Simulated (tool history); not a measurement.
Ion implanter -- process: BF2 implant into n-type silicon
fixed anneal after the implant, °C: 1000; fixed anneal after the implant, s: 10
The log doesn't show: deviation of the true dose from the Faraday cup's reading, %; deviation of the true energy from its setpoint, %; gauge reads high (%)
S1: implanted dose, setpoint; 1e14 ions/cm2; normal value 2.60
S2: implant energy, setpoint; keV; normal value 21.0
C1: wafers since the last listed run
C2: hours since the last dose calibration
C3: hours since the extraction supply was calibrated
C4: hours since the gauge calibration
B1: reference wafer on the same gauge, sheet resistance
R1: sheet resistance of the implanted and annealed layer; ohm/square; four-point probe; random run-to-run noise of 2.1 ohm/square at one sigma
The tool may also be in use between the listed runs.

{"run": 1, "day": 0.0, "S1": 2.6, "S2": 21.0, "C1": 0, "C2": 814.4, "C3": 4015.0, "C4": 592.6, "B1": 347.56, "R1": 402.87}
{"run": 2, "day": 2.925, "S1": 2.94, "S2": 21.0, "C1": 1454, "C2": 884.6, "C3": 4085.2, "C4": 662.8, "B1": 347.92, "R1": 364.05}
{"run": 3, "day": 5.133, "S1": 2.94, "S2": 21.0, "C1": 1097, "C2": 937.6, "C3": 4138.2, "C4": 715.8, "B1": 348.01, "R1": 360.91}
{"run": 4, "day": 7.404, "S1": 2.6, "S2": 21.0, "C1": 1128, "C2": 992.1, "C3": 4192.7, "C4": 770.3, "B1": 348.13, "R1": 402.42}
{"run": 5, "day": 8.983, "S1": 2.6, "S2": 26.5, "C1": 785, "C2": 1030.0, "C3": 4230.6, "C4": 808.2, "B1": 348.03, "R1": 400.41}
{"run": 6, "day": 11.175, "S1": 2.6, "S2": 21.0, "C1": 1089, "C2": 1082.6, "C3": 4283.2, "C4": 860.8, "B1": 347.96, "R1": 398.33}
{"run": 7, "day": 12.992, "S1": 2.6, "S2": 25.5, "C1": 903, "C2": 1126.2, "C3": 4326.8, "C4": 904.4, "B1": 347.92, "R1": 399.54}
{"run": 8, "day": 15.6, "S1": 2.6, "S2": 25.5, "C1": 1296, "C2": 1188.8, "C3": 4389.4, "C4": 967.0, "B1": 348.44, "R1": 402.25}
{"run": 9, "day": 16.679, "S1": 2.6, "S2": 26.0, "C1": 536, "C2": 1214.7, "C3": 4415.3, "C4": 992.9, "B1": 348.45, "R1": 394.0}
{"day": 18.296, "done": "Faraday cup replaced and dose calibrated"}
{"run": 10, "day": 19.104, "S1": 3.17, "S2": 21.0, "C1": 1039, "C2": 19.4, "C3": 4473.5, "C4": 1051.1, "B1": 347.77, "R1": 341.4}
{"run": 11, "day": 22.0, "S1": 3.17, "S2": 21.0, "C1": 1439, "C2": 88.9, "C3": 4543.0, "C4": 1120.6, "B1": 348.61, "R1": 346.27}
{"run": 12, "day": 24.758, "S1": 3.26, "S2": 21.0, "C1": 1371, "C2": 155.1, "C3": 4609.2, "C4": 1186.8, "B1": 348.02, "R1": 336.72}
{"run": 13, "day": 25.854, "S1": 2.6, "S2": 18.5, "C1": 544, "C2": 181.4, "C3": 4635.5, "C4": 1213.1, "B1": 348.48, "R1": 405.11}
{"run": 14, "day": 28.696, "S1": 3.38, "S2": 17.0, "C1": 1412, "C2": 249.6, "C3": 4703.7, "C4": 1281.3, "B1": 347.91, "R1": 335.09}
{"day": 29.046, "done": "extraction supply calibrated"}
{"day": 29.046, "done": "gauge calibrated"}
{"run": 15, "day": 30.883, "S1": 3.38, "S2": 17.0, "C1": 921, "C2": 302.1, "C3": 44.1, "C4": 44.1, "B1": 347.91, "R1": 333.5}
{"run": 16, "day": 32.496, "S1": 3.17, "S2": 18.5, "C1": 801, "C2": 340.8, "C3": 82.8, "C4": 82.8, "B1": 348.54, "R1": 345.52}
{"run": 17, "day": 33.521, "S1": 3.07, "S2": 27.0, "C1": 509, "C2": 365.4, "C3": 107.4, "C4": 107.4, "B1": 348.26, "R1": 340.28}
{"run": 18, "day": 36.004, "S1": 2.29, "S2": 16.5, "C1": 1234, "C2": 425.0, "C3": 167.0, "C4": 167.0, "B1": 348.1, "R1": 459.05}

Forecast run 19:
{"run": 19, "day": 38.271, "S1": 2.6, "S2": 17.5, "C1": 1126, "C2": 479.4, "C3": 221.4, "C4": 221.4, "B1": "?", "R1": "?"}

B1: 348.04
R1: 406.80 ohm/square
With no hidden state in the tool, this same run would have given R1 406.80 ohm/square.
